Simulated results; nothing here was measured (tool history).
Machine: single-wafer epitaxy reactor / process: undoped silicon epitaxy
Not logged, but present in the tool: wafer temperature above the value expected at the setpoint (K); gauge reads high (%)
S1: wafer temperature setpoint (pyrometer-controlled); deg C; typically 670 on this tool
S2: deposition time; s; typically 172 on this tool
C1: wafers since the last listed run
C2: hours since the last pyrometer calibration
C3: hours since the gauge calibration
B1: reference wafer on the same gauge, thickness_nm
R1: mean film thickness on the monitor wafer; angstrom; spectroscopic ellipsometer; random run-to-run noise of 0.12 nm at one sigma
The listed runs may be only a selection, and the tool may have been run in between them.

run     day   S1   S2    C1      C2      C3      B1      R1
  1       0  670  154     0   712.6   230.1  40.156   448.4
  2   2.267  670  154   505     767   284.5  40.202  447.21
  3   5.738  670  154   774   850.3   367.8  40.237  448.11
  4   9.546  677  172   849   941.7   459.2  40.346   571.1
  5   12.85  677  172   736    1021   538.5  40.311  572.11
  6  15.462  677  172   582  1083.7   601.2  40.422  573.11
     18.304  -- pyrometer calibrated
  7  18.325  681  172   564     0.5   669.9  40.435  617.28
  8  21.862  670  185   788    85.4   754.8  40.533  544.19
  9  25.488  670  181   808   172.4   841.8  40.572  531.62
 10  29.692  676  172   937   273.3   942.7  40.665  565.36
 11   41.95  676  172  2733   567.5  1236.9  40.803  568.57
 12  44.412  670  172   549   626.6    1296  40.828  508.61
     45.925  -- gauge calibrated
 13  50.538  670  172  1366   773.6   110.7  40.172  499.95
 14  53.671  670  172   698   848.8   185.9  40.179  499.53
 15  57.254  664  194   799   934.8   271.9  40.225  506.45
 16  60.988  679  172   832  1024.4   361.5  40.268  591.97
 17    65.2  664  160   939  1125.5   462.6  40.364   419.3
     65.583  -- pyrometer calibrated
 18  69.425  670  203   867    92.2     564  40.428  592.89
 19  72.025  677  172   579   154.6   626.4  40.413  573.53
 20  74.542  674  172   561     215   686.8   40.53  543.04
 21  77.438  659  201   645   284.5   756.3  40.559     481
 22  81.775  670  172   967   388.6   860.4  40.567  504.41
 23  85.667  670  143   867     482   953.8  40.608  420.59
 24  89.671  670  141   893   578.1  1049.9   40.68  417.77
 25    92.7  670  172   675   650.8  1122.6  40.763  506.36
 26  95.471  656  185   617   717.3  1189.1  40.831  421.53

5 options for the next run, each taken on its own from the tool as it stands now. Forecast them:
  A  95.488  684  172   3  717.7  1189.5   ?   ?
  B  95.488  663  157   3  717.7  1189.5   ?   ?
  C  95.488  660  172   3  717.7  1189.5   ?   ?
  D  95.488  661  145   3  717.7  1189.5   ?   ?
  E  95.488  666  160   3  717.7  1189.5   ?   ?

run      B1      R1
  A  40.809  658.03
  B  40.809  408.32
  C  40.809   422.8
  D  40.809  363.21
  E  40.809  440.12
Stripped of hidden state, with their random variation kept, the same runs would have yielded:
run      R1
  A  645.11
  B   400.3
  C   414.5
  D  356.08
  E  431.48

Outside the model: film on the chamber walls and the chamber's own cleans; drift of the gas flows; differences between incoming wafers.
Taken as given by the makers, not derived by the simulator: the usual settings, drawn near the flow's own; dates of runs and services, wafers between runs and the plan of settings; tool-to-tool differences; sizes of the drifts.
